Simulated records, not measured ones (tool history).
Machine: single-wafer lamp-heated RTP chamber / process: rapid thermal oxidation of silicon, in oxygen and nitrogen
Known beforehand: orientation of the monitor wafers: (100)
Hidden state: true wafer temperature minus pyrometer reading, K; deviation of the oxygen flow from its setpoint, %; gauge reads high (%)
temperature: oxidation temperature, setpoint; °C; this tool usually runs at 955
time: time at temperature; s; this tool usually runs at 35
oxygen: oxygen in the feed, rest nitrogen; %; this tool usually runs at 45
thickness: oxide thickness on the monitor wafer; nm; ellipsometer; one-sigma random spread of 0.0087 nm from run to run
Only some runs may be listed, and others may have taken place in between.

run	day	temperature	time	oxygen	wafers since the last listed run	wafers since the last pyrometer calibration	hours since the oxygen flow controller was replaced	hours since the gauge calibration	read-back reference wafer on the same gauge, thickness	thickness
1	0	955	35	45	0	2385	3281.2	527.7	2.753	2.701
2	0.817	955	35	45	217	2602	3300.8	547.3	2.747	2.698
3	1.638	955	35	45	218	2821	3320.5	567	2.747	2.693
4	4.029	955	35	45	637	3459	3377.9	624.4	2.751	2.702
5	8.196	955	35	45	1110	4569	3477.9	724.4	2.746	2.699
6	9.642	970	35	45	385	4955	3512.6	759.1	2.748	2.908
# day 11.408: pyrometer window cleaned and pyrometer calibrated
7	11.733	970	35	45	468	86	3562.8	809.3	2.751	2.904
8	12.425	955	35	45	184	270	3579.4	825.9	2.748	2.714
# day 13.288: oxygen flow controller replaced
9	14.458	955	35	45	453	723	28.1	874.7	2.752	2.685
10	15.038	955	35	45	154	878	42	888.6	2.749	2.692
11	15.75	955	35	45	189	1068	59.1	905.7	2.749	2.692
12	16.412	955	35	45	176	1244	75	921.6	2.749	2.704
13	16.925	955	35	45	136	1381	87.3	933.9	2.748	2.694
14	17.942	955	35	45	271	1652	111.7	958.3	2.75	2.708
15	19.083	955	35	45	304	1956	139.1	985.7	2.75	2.725
16	20.017	955	44	54	248	2205	161.5	1008.1	2.752	3.014
17	21.112	955	35	45	292	2497	187.8	1034.4	2.749	2.701
18	21.771	955	35	68	175	2673	203.6	1050.2	2.748	2.951
19	23.2	983	50	45	380	3054	237.9	1084.5	2.751	3.549
20	23.921	955	35	45	192	3246	255.2	1101.8	2.749	2.695
21	25.025	955	35	45	294	3540	281.7	1128.3	2.751	2.714
22	25.842	934	30	45	217	3758	301.3	1147.9	2.752	2.395
23	26.367	971	44	26	139	3898	313.9	1160.5	2.752	2.788
24	26.896	946	35	70	141	4039	326.6	1173.2	2.747	2.844
# day 27.721: pyrometer window cleaned and pyrometer calibrated
25	28.204	955	50	45	259	128	358	1204.6	2.751	3.014
26	29.162	965	42	45	255	383	381	1227.6	2.752	2.988
# day 29.521: gauge calibrated
27	30.583	929	47	73	378	762	415.1	25.5	2.752	2.862
28	31.538	943	25	68	254	1016	438	48.4	2.75	2.518
29	34.096	955	35	45	682	1698	499.4	109.8	2.75	2.725
30	34.688	943	52	36	157	1856	513.6	124	2.747	2.738
31	36.917	955	35	45	594	2450	567.1	177.5	2.748	2.71
32	38.079	943	35	34	309	2760	595	205.4	2.752	2.45
33	39.7	928	18	67	432	3192	633.9	244.3	2.748	2.225
34	40.788	955	29	62	289	3482	660	270.4	2.749	2.729
35	42.062	955	35	58	339	3822	690.6	301	2.749	2.854
36	42.679	982	35	57	164	3987	705.4	315.8	2.751	3.3
# day 44.104: pyrometer window cleaned and pyrometer calibrated
37	44.125	955	35	65	296	6	740.1	350.5	2.753	2.946
38	44.742	955	35	45	164	170	754.9	365.3	2.749	2.682

Branching from run 38: 4 alternative next runs. What would each branch give?
A	44.758	955	35	45	4	174	755.3	365.7	?	?
B	44.758	945	19	18	4	174	755.3	365.7	?	?
C	44.758	955	49	45	4	174	755.3	365.7	?	?
D	44.758	955	35	34	4	174	755.3	365.7	?	?

run	read-back reference wafer on the same gauge, thickness	thickness
A	2.749	2.712
B	2.749	2.083
C	2.749	3.002
D	2.749	2.578
Without the tool's hidden state the same runs would have given:
run	thickness
A	2.712
B	2.083
C	3.002
D	2.578
